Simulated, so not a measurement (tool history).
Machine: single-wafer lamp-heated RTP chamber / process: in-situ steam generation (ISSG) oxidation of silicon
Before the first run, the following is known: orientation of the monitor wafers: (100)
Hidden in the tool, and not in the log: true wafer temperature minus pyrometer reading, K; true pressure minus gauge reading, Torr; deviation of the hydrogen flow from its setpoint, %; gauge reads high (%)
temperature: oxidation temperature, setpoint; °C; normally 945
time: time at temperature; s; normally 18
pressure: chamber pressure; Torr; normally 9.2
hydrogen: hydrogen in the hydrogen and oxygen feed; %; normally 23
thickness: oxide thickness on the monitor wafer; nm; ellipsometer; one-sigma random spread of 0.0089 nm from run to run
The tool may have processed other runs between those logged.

run,hour,temperature,time,pressure,hydrogen,wafers since the last listed run,wafers since the last pyrometer calibration,hours since the pressure gauge was zeroed,hours since the hydrogen flow controller was replaced,hours since the gauge calibration,"read-back reference wafer on the same gauge, thickness",thickness
1,0,945,18,9.2,23,0,5821,1611,5889.3,2740.2,4.448,4.492
2,63.2,945,18,9.2,23,695,6517,1674.2,5952.5,2803.4,4.451,4.49
# hour 95.8: hydrogen flow controller replaced
3,124.6,945,18,8.9,23,587,7104,1735.6,28.8,2864.8,4.451,4.512
4,173.2,945,18,8.9,23,534,7638,1784.2,77.4,2913.4,4.45,4.526
# hour 198.5: pressure gauge zeroed
5,231.5,945,18,9.2,23,553,8192,33,135.7,2971.7,4.449,4.524
# hour 239.7: pyrometer window cleaned and pyrometer calibrated
6,281.4,945,21,9.2,23,460,458,82.9,185.6,3021.6,4.45,4.716
7,363.2,945,21,9.2,23,899,1358,164.7,267.4,3103.4,4.452,4.73
8,414.9,945,21,9.2,23,568,1927,216.4,319.1,3155.1,4.45,4.738
9,484.4,945,18,9.2,23,764,2691,285.9,388.6,3224.6,4.451,4.457
10,575.5,945,18,9.2,23,1002,3693,377,479.7,3315.7,4.45,4.462
11,667.3,945,18,9.2,23,1009,4703,468.8,571.5,3407.5,4.45,4.459
# hour 748.7: gauge calibrated
12,757.8,938,16,9.2,20,995,5698,559.3,662,9.1,4.45,4.066
13,809,945,18,9.2,23,563,6261,610.5,713.2,60.3,4.451,4.514
14,873.6,945,18,9.2,23,710,6972,675.1,777.8,124.9,4.449,4.501
15,928.2,945,15,9.2,23,600,7573,729.7,832.4,179.5,4.45,4.199
16,966.6,945,24,9.2,23,422,7995,768.1,870.8,217.9,4.451,5.104
# hour 1037.9: pyrometer window cleaned and pyrometer calibrated
17,1067.2,954,18,9.2,26,1018,322,868.7,971.4,318.5,4.451,4.681
18,1206.6,937,18,9.2,23,1533,1855,1008.1,1110.8,457.9,4.449,4.336
19,1274.1,945,18,9.2,23,742,2598,1075.6,1178.3,525.4,4.448,4.453
20,1364.6,945,18,9.2,23,995,3593,1166.1,1268.8,615.9,4.449,4.449
21,1419.6,945,18,8,23,604,4198,1221.1,1323.8,670.9,4.45,4.512
22,1725.4,945,18,9.2,23,3363,7562,1526.9,1629.6,976.7,4.449,4.507
# hour 1774.3: pyrometer window cleaned and pyrometer calibrated
23,1826,945,22,9.2,23,1018,568,1627.5,1730.2,1077.3,4.451,4.816
# hour 1861.4: pressure gauge zeroed
24,1883.9,953,15,10.2,28,548,1117,22.5,1788.1,1135.2,4.451,4.346
25,1991.2,936,13,8.7,30,1180,2297,129.8,1895.4,1242.5,4.452,4.142
26,2080.9,934,15,8.7,29,986,3284,219.5,1985.1,1332.2,4.448,4.305
27,2173.8,945,20,8.7,23,1021,4306,312.4,2078,1425.1,4.449,4.688
28,2260.9,945,22,8.1,17,958,5264,399.5,2165.1,1512.2,4.45,4.594
29,2331.3,953,18,10.2,23,774,6038,469.9,2235.5,1582.6,4.451,4.511
30,2375.1,945,18,9.2,17,481,6520,513.7,2279.3,1626.4,4.45,4.211
# hour 2384.2: pyrometer window cleaned and pyrometer calibrated
31,2424.1,963,25,7.9,15,450,438,562.7,2328.3,1675.4,4.45,4.952
32,2492.1,945,18,9.2,23,747,1186,630.7,2396.3,1743.4,4.45,4.431

What if the next run were any one of these 3? Each begins from the tool's condition after run 32:
A,2492.5,945,18,9.2,28,4,1190,631.1,2396.7,1743.8,?,?
B,2492.5,945,21,10.2,23,4,1190,631.1,2396.7,1743.8,?,?
C,2492.5,945,18,9.2,26,4,1190,631.1,2396.7,1743.8,?,?

run,"read-back reference wafer on the same gauge, thickness",thickness
A,4.45,4.639
B,4.45,4.628
C,4.45,4.559
Without the tool's hidden state the same runs would have given:
run,thickness
A,4.634
B,4.623
C,4.554
